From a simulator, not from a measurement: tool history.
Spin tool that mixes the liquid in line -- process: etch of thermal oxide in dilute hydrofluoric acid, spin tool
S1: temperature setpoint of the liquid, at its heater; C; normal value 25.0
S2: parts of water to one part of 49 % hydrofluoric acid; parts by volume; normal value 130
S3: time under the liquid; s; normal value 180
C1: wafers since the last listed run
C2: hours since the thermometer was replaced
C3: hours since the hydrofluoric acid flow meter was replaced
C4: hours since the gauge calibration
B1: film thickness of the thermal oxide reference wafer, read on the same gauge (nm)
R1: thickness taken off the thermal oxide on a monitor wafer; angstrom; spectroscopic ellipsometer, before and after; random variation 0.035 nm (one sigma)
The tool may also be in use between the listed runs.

Run 1, hour 0.0: usual settings; C1 0; C2 2198.5; C3 879.4; C4 269.5; B1 120.02. Result: R1 57.6 angstrom.
Run 2, hour 58.9: usual settings; C1 361; C2 2257.4; C3 938.3; C4 328.4; B1 119.98. Result: R1 56.8 angstrom.
Run 3, hour 103.3: usual settings; C1 272; C2 2301.8; C3 982.7; C4 372.8; B1 120.00. Result: R1 56.4 angstrom.
Run 4, hour 131.6: usual settings; C1 173; C2 2330.1; C3 1011.0; C4 401.1; B1 119.98. Result: R1 56.4 angstrom.
Run 5, hour 162.1: usual settings; C1 186; C2 2360.6; C3 1041.5; C4 431.6; B1 119.98. Result: R1 56.3 angstrom.
Run 6, hour 228.0: usual settings; C1 404; C2 2426.5; C3 1107.4; C4 497.5; B1 120.01. Result: R1 56.3 angstrom.
Run 7, hour 398.7: usual settings; C1 1046; C2 2597.2; C3 1278.1; C4 668.2; B1 120.01. Result: R1 56.0 angstrom.
At hour 445.3: gauge calibrated.
Run 8, hour 468.4: usual settings; C1 427; C2 2666.9; C3 1347.8; C4 23.1; B1 119.99. Result: R1 55.4 angstrom.
Run 9, hour 515.6: usual settings; C1 289; C2 2714.1; C3 1395.0; C4 70.3; B1 120.00. Result: R1 55.7 angstrom.
At hour 667.9: thermometer replaced.
Run 10, hour 680.9: usual settings; C1 1007; C2 13.0; C3 1560.3; C4 235.6; B1 120.01. Result: R1 55.0 angstrom.
Run 11, hour 744.8: usual settings; C1 391; C2 76.9; C3 1624.2; C4 299.5; B1 120.02. Result: R1 54.8 angstrom.
Run 12, hour 788.6: usual settings; C1 268; C2 120.7; C3 1668.0; C4 343.3; B1 119.98. Result: R1 54.1 angstrom.
Run 13, hour 821.1: usual settings but S1 27.0 C; C1 199; C2 153.2; C3 1700.5; C4 375.8; B1 120.07. Result: R1 59.2 angstrom.
At hour 860.0: hydrofluoric acid flow meter replaced.
Run 14, hour 869.8: usual settings but S1 22.5 C, S2 90 parts by volume, S3 220 s; C1 292; C2 201.9; C3 9.8; C4 424.5; B1 120.01. Result: R1 100.1 angstrom.
Run 15, hour 911.0: usual settings but S1 29.5 C, S2 150 parts by volume, S3 240 s; C1 252; C2 243.1; C3 51.0; C4 465.7; B1 120.03. Result: R1 79.5 angstrom.
Run 16, hour 956.3: usual settings but S1 23.0 C, S2 180 parts by volume; C1 277; C2 288.4; C3 96.3; C4 511.0; B1 120.02. Result: R1 37.2 angstrom.
Run 17, hour 1018.4: usual settings; C1 380; C2 350.5; C3 158.4; C4 573.1; B1 120.00. Result: R1 59.2 angstrom.
Run 18, hour 1063.6: usual settings but S1 20.5 C, S2 105 parts by volume, S3 285 s; C1 277; C2 395.7; C3 203.6; C4 618.3; B1 119.95. Result: R1 99.2 angstrom.
Run 19, hour 1100.1: usual settings but S1 27.5 C, S2 145 parts by volume, S3 235 s; C1 223; C2 432.2; C3 240.1; C4 654.8; B1 120.00. Result: R1 73.9 angstrom.
Run 20, hour 1154.5: usual settings but S1 23.0 C; C1 333; C2 486.6; C3 294.5; C4 709.2; B1 120.01. Result: R1 54.5 angstrom.
At hour 1182.8: gauge calibrated.
Run 21, hour 1199.5: usual settings; C1 275; C2 531.6; C3 339.5; C4 16.7; B1 120.02. Result: R1 58.7 angstrom.

Measured less the same run without the tool's hidden state. The same run-to-run variation is in both; the gauge's scatter may not be:
The hidden state here: liquid colder than its thermometer reads (K); hydrofluoric acid flow below the setpoint (%); gauge reads high (%).
run    R1
  1  -2.9
  2  -3.2
  3  -3.2
  4  -3.4
  5  -3.4
  6  -3.7
  7  -4.2
  8  -4.5
  9  -4.7
 10  -5.2
 11  -5.4
 12  -5.4
 13  -6.2
 14  -0.3
 15  -0.5
 16  -0.3
 17  -0.7
 18  -1.4
 19  -1.2
 20  -1.1
 21  -1.3

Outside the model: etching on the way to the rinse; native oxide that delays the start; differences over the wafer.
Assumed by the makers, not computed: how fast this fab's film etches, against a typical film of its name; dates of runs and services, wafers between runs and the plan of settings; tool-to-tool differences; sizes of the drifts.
